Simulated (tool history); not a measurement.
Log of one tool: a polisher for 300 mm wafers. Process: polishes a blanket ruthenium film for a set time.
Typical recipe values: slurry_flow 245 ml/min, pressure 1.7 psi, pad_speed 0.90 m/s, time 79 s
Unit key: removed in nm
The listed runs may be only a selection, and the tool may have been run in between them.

run     day  slurry_flow  pressure  pad_speed  time  wafers since the last listed run  wafers polished on this pad  hours since the slurry nozzle was cleaned  hours since the head pressure was calibrated  incoming thickness of the incoming film, nm  removed
  1   0.000          245       1.7       0.90    79                                 0                          109                                      254.0                                         387.1                                        458.8     54.0
  2   0.504          245       2.1       0.90    79                               169                          279                                      266.1                                         399.2                                        449.4     65.2
  3   0.767          245       2.1       0.90    79                                88                          367                                      272.4                                         405.5                                        450.6     66.3
  4   1.204          245       1.7       1.00    79                               147                          515                                      282.9                                         416.0                                        443.3     58.7
      1.767  -- worn pad replaced by a new one
  5   1.833          245       1.7       1.00    79                               155                           21                                      298.0                                         431.1                                        448.4     61.1
  6   3.325          245       1.7       0.90    90                               502                          524                                      333.8                                         466.9                                        455.6     61.3
      3.838  -- worn pad replaced by a new one
  7   3.954          245       1.7       0.90    90                               155                           39                                      348.9                                         482.0                                        459.1     63.6
  8   4.479          245       1.5       0.90    79                               176                          216                                      361.5                                         494.6                                        457.5     49.9
      4.767  -- slurry nozzle cleaned
  9   4.875          245       1.5       0.90    79                               119                          335                                        2.6                                         504.1                                        445.5     48.1
 10   5.238          245       2.1       0.90    79                               122                          457                                       11.3                                         512.8                                        456.6     67.7
      5.704  -- head pressure recalibrated
      5.875  -- worn pad replaced by a new one
 11   5.896          245       1.7       0.90    79                               137                            7                                       27.1                                           4.6                                        452.0     53.7
 12   6.567          185       1.7       0.90    66                               225                          232                                       43.2                                          20.7                                        448.9     42.6
 13   7.200          245       1.9       0.90    79                               213                          446                                       58.4                                          35.9                                        449.8     57.4
      7.979  -- worn pad replaced by a new one
 14   8.000          245       1.7       0.90    79                               213                            7                                       77.6                                          55.1                                        450.3     53.1
 15   8.679          245       1.7       0.58   104                               228                          235                                       93.9                                          71.4                                        447.2     44.6
 16   9.192          220       1.7       0.90    79                               172                          408                                      106.2                                          83.7                                        446.5     51.1
      9.775  -- worn pad replaced by a new one
 17   9.821          245       1.7       0.90    70                               155                           14                                      121.3                                          98.8                                        443.7     47.1
 18  10.200          245       1.7       0.90    66                               127                          142                                      130.4                                         107.9                                        451.4     43.9

Hidden state at the last listed run before each entry between runs and at the first one after, where it differs:
From run 4 to run 5: worn pad replaced by a new one (day 1.767)
  removal rate lost through wear of the pad, %: 4.99 -> 1.03; deviation of the head's pressure from its setpoint, %: 3.77 -> 4.2
  measured value less the no-hidden-state value, removed: -0.8 -> +1.9 nm
From run 6 to run 7: worn pad replaced by a new one (day 3.838)
  removal rate lost through wear of the pad, %: 4.86 -> 0.792; deviation of the head's pressure from its setpoint, %: 5.26 -> 5.74
  measured value less the no-hidden-state value, removed: +0.1 -> +3.0 nm
From run 8 to run 9: slurry nozzle cleaned (day 4.767)
  removal rate lost through wear of the pad, %: 2.94 -> 3.75; deviation of the head's pressure from its setpoint, %: 6.15 -> 6.46
  measured value less the no-hidden-state value, removed: +1.5 -> +1.1 nm
From run 10 to run 11: head pressure recalibrated (day 5.704); worn pad replaced by a new one (day 5.875)
  removal rate lost through wear of the pad, %: 4.17 -> 0.637; deviation of the head's pressure from its setpoint, %: 6.75 -> 0.669
  measured value less the no-hidden-state value, removed: +1.5 -> +0.0 nm
From run 13 to run 14: worn pad replaced by a new one (day 7.979)
  removal rate lost through wear of the pad, %: 4.55 -> 0.728; deviation of the head's pressure from its setpoint, %: 0.711 -> 0.769
  measured value less the no-hidden-state value, removed: -2.3 -> +0.0 nm
From run 16 to run 17: worn pad replaced by a new one (day 9.775)
  removal rate lost through wear of the pad, %: 4.52 -> 0.593; deviation of the head's pressure from its setpoint, %: 0.901 -> 0.992
  measured value less the no-hidden-state value, removed: -2.0 -> +0.1 nm
